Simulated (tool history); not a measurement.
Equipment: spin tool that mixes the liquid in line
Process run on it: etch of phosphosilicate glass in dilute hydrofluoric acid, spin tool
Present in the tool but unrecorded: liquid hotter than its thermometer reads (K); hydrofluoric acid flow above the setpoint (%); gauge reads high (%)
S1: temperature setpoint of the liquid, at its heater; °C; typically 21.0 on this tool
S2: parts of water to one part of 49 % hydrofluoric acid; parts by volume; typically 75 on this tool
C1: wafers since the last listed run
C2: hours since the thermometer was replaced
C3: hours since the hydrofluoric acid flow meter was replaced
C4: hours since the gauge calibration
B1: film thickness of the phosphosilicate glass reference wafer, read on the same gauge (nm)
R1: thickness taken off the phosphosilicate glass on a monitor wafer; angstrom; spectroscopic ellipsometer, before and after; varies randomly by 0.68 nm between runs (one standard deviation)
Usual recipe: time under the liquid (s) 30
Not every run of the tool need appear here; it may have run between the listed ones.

Run 1, hour 0.0: usual settings but time under the liquid (s) 15; C1 0; C2 1412.9; C3 241.5; C4 59.0; B1 111.14. Result: R1 375.5 angstrom.
Run 2, hour 62.9: usual settings but time under the liquid (s) 15; C1 553; C2 1475.8; C3 304.4; C4 121.9; B1 111.76. Result: R1 374.6 angstrom.
Run 3, hour 132.7: usual settings but time under the liquid (s) 15; C1 614; C2 1545.6; C3 374.2; C4 191.7; B1 112.43. Result: R1 376.9 angstrom.
Run 4, hour 169.9: usual settings; C1 327; C2 1582.8; C3 411.4; C4 228.9; B1 112.70. Result: R1 772.6 angstrom.
Run 5, hour 222.7: usual settings; C1 464; C2 1635.6; C3 464.2; C4 281.7; B1 113.13. Result: R1 762.6 angstrom.
Run 6, hour 259.0: usual settings; C1 319; C2 1671.9; C3 500.5; C4 318.0; B1 113.38. Result: R1 769.1 angstrom.
Run 7, hour 298.6: usual settings; C1 348; C2 1711.5; C3 540.1; C4 357.6; B1 113.61. Result: R1 769.0 angstrom.
Run 8, hour 330.6: usual settings; C1 281; C2 1743.5; C3 572.1; C4 389.6; B1 113.82. Result: R1 766.2 angstrom.
Run 9, hour 481.0: usual settings; C1 1324; C2 1893.9; C3 722.5; C4 540.0; B1 114.56. Result: R1 763.6 angstrom.
Run 10, hour 534.2: usual settings; C1 468; C2 1947.1; C3 775.7; C4 593.2; B1 114.79. Result: R1 767.6 angstrom.
Run 11, hour 707.8: usual settings but S1 19.0 °C, S2 65 parts by volume; C1 1528; C2 2120.7; C3 949.3; C4 766.8; B1 115.35. Result: R1 828.7 angstrom.
Run 12, hour 747.1: usual settings but S1 19.0 °C, S2 65 parts by volume; C1 346; C2 2160.0; C3 988.6; C4 806.1; B1 115.44. Result: R1 838.0 angstrom.
Run 13, hour 792.8: usual settings but S1 19.0 °C, S2 65 parts by volume; C1 402; C2 2205.7; C3 1034.3; C4 851.8; B1 115.58. Result: R1 835.6 angstrom.
Run 14, hour 818.5: usual settings but S1 24.5 °C, S2 105 parts by volume; C1 226; C2 2231.4; C3 1060.0; C4 877.5; B1 115.62. Result: R1 609.9 angstrom.
Run 15, hour 865.8: usual settings; C1 416; C2 2278.7; C3 1107.3; C4 924.8; B1 115.71. Result: R1 770.9 angstrom.
Run 16, hour 1001.7: usual settings but S1 23.0 °C, S2 50 parts by volume; C1 1196; C2 2414.6; C3 1243.2; C4 1060.7; B1 115.96. Result: R1 1328.0 angstrom.
Run 17, hour 1063.0: usual settings but S1 23.0 °C, S2 110 parts by volume, time under the liquid (s) 40; C1 539; C2 2475.9; C3 1304.5; C4 1122.0; B1 116.02. Result: R1 738.3 angstrom.
At hour 1122.6: hydrofluoric acid flow meter replaced.
Run 18, hour 1127.8: usual settings but S2 115 parts by volume, time under the liquid (s) 20; C1 561; C2 2540.7; C3 5.2; C4 1186.8; B1 116.11. Result: R1 323.6 angstrom.
Run 19, hour 1174.2: usual settings but S1 24.5 °C, S2 100 parts by volume, time under the liquid (s) 45; C1 408; C2 2587.1; C3 51.6; C4 1233.2; B1 116.16. Result: R1 979.1 angstrom.
Run 20, hour 1202.4: usual settings but S1 22.5 °C, time under the liquid (s) 15; C1 248; C2 2615.3; C3 79.8; C4 1261.4; B1 116.20. Result: R1 409.2 angstrom.
Run 21, hour 1246.6: usual settings; C1 389; C2 2659.5; C3 124.0; C4 1305.6; B1 116.27. Result: R1 774.8 angstrom.
Run 22, hour 1311.8: usual settings; C1 574; C2 2724.7; C3 189.2; C4 1370.8; B1 116.31. Result: R1 782.8 angstrom.
Run 23, hour 1338.3: usual settings but time under the liquid (s) 25; C1 233; C2 2751.2; C3 215.7; C4 1397.3; B1 116.34. Result: R1 661.6 angstrom.
Run 24, hour 1387.1: usual settings but S2 95 parts by volume; C1 429; C2 2800.0; C3 264.5; C4 1446.1; B1 116.37. Result: R1 601.3 angstrom.
At hour 1400.3: gauge calibrated.
Run 25, hour 1451.0: usual settings but time under the liquid (s) 20; C1 562; C2 2863.9; C3 328.4; C4 50.7; B1 109.85. Result: R1 496.7 angstrom.
At hour 1471.7: thermometer replaced.
Run 26, hour 1488.5: usual settings but S1 19.0 °C; C1 321; C2 16.8; C3 365.9; C4 88.2; B1 110.25. Result: R1 693.1 angstrom.
Run 27, hour 1697.9: usual settings but S1 23.0 °C, time under the liquid (s) 45; C1 1843; C2 226.2; C3 575.3; C4 297.6; B1 112.04. Result: R1 1236.7 angstrom.
Run 28, hour 1759.4: usual settings but S1 18.5 °C, S2 95 parts by volume, time under the liquid (s) 40; C1 541; C2 287.7; C3 636.8; C4 359.1; B1 112.45. Result: R1 689.4 angstrom.
Run 29, hour 1816.9: usual settings but S1 25.0 °C, S2 40 parts by volume; C1 506; C2 345.2; C3 694.3; C4 416.6; B1 112.78. Result: R1 1798.9 angstrom.
Run 30, hour 1857.1: usual settings but S1 23.0 °C, S2 110 parts by volume, time under the liquid (s) 40; C1 354; C2 385.4; C3 734.5; C4 456.8; B1 113.02. Result: R1 728.3 angstrom.

Give the tool's hidden conditions for every run:
liquid hotter than its thermometer reads (K): 0, the same for each run
hydrofluoric acid flow above the setpoint (%): 0, the same for each run
H1: gauge reads high (%)
run      H1
  1    1.02
  2    1.61
  3     2.2
  4    2.48
  5    2.84
  6    3.07
  7     3.3
  8    3.47
  9    4.15
 10    4.35
 11    4.86
 12    4.95
 13    5.05
 14    5.11
 15     5.2
 16    5.41
 17    5.49
 18    5.57
 19    5.61
 20    5.64
 21    5.68
 22    5.73
 23    5.75
 24    5.78
 25  -0.146
 26   0.227
 27    1.86
 28    2.23
 29    2.53
 30    2.72
